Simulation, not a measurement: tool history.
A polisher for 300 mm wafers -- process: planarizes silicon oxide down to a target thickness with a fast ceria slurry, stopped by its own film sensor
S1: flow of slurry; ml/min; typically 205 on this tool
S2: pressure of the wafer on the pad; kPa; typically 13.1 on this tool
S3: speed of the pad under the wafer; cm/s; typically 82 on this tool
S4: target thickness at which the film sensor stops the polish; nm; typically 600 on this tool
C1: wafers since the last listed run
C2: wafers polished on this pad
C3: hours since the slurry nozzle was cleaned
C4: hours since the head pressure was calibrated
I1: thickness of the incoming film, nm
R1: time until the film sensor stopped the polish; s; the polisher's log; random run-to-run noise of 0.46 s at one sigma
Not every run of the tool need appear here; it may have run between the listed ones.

{"run": 1, "hour": 0.0, "S1": 205, "S2": 13.1, "S3": 82, "S4": 514, "C1": 0, "C2": 217, "C3": 243.4, "C4": 60.9, "I1": 946.1, "R1": 48.8}
{"hour": 49.5, "done": "slurry nozzle cleaned"}
{"run": 2, "hour": 53.3, "S1": 205, "S2": 13.1, "S3": 82, "S4": 514, "C1": 540, "C2": 757, "C3": 3.8, "C4": 114.2, "I1": 930.7, "R1": 43.4}
{"run": 3, "hour": 110.3, "S1": 205, "S2": 13.1, "S3": 82, "S4": 514, "C1": 588, "C2": 1346, "C3": 60.8, "C4": 171.2, "I1": 929.9, "R1": 46.6}
{"hour": 152.6, "done": "worn pad replaced by a new one"}
{"run": 4, "hour": 265.7, "S1": 205, "S2": 11.0, "S3": 96, "S4": 600, "C1": 1564, "C2": 1168, "C3": 216.2, "C4": 326.6, "I1": 931.5, "R1": 37.7}
{"hour": 306.5, "done": "head pressure recalibrated"}
{"run": 5, "hour": 307.9, "S1": 205, "S2": 13.1, "S3": 62, "S4": 600, "C1": 415, "C2": 1584, "C3": 258.4, "C4": 1.4, "I1": 939.9, "R1": 54.7}
{"hour": 330.7, "done": "worn pad replaced by a new one"}
{"hour": 337.9, "done": "slurry nozzle cleaned"}
{"run": 6, "hour": 363.1, "S1": 205, "S2": 13.1, "S3": 62, "S4": 600, "C1": 518, "C2": 324, "C3": 25.2, "C4": 56.6, "I1": 921.2, "R1": 43.6}
{"run": 7, "hour": 404.7, "S1": 205, "S2": 13.1, "S3": 82, "S4": 600, "C1": 429, "C2": 754, "C3": 66.8, "C4": 98.2, "I1": 929.0, "R1": 34.7}
{"run": 8, "hour": 432.0, "S1": 205, "S2": 13.1, "S3": 70, "S4": 550, "C1": 282, "C2": 1036, "C3": 94.1, "C4": 125.5, "I1": 926.0, "R1": 48.1}
{"run": 9, "hour": 463.0, "S1": 205, "S2": 13.1, "S3": 100, "S4": 600, "C1": 320, "C2": 1356, "C3": 125.1, "C4": 156.5, "I1": 921.9, "R1": 29.7}
{"hour": 497.0, "done": "worn pad replaced by a new one"}
{"run": 10, "hour": 534.0, "S1": 205, "S2": 9.7, "S3": 82, "S4": 600, "C1": 692, "C2": 382, "C3": 196.1, "C4": 227.5, "I1": 930.3, "R1": 48.3}
{"run": 11, "hour": 573.5, "S1": 165, "S2": 13.1, "S3": 70, "S4": 600, "C1": 408, "C2": 790, "C3": 235.6, "C4": 267.0, "I1": 931.5, "R1": 46.9}
{"hour": 633.3, "done": "slurry nozzle cleaned"}
{"run": 12, "hour": 640.8, "S1": 205, "S2": 13.1, "S3": 82, "S4": 600, "C1": 684, "C2": 1475, "C3": 7.5, "C4": 334.3, "I1": 940.1, "R1": 37.8}

Estimate the outcome of run 13 from the log above:
{"hour": 665.1, "done": "worn pad replaced by a new one"}
{"hour": 689.2, "done": "head pressure recalibrated"}
{"run": 13, "hour": 712.6, "S1": 205, "S2": 13.1, "S3": 82, "S4": 600, "C1": 679, "C2": 470, "C3": 79.3, "C4": 23.4, "I1": 927.8, "R1": "?"}

{"run 13": {"R1": 33.1}}
Were there no unlogged condition in the tool, this run, its random variation unchanged, would have produced R1 32.0 s.
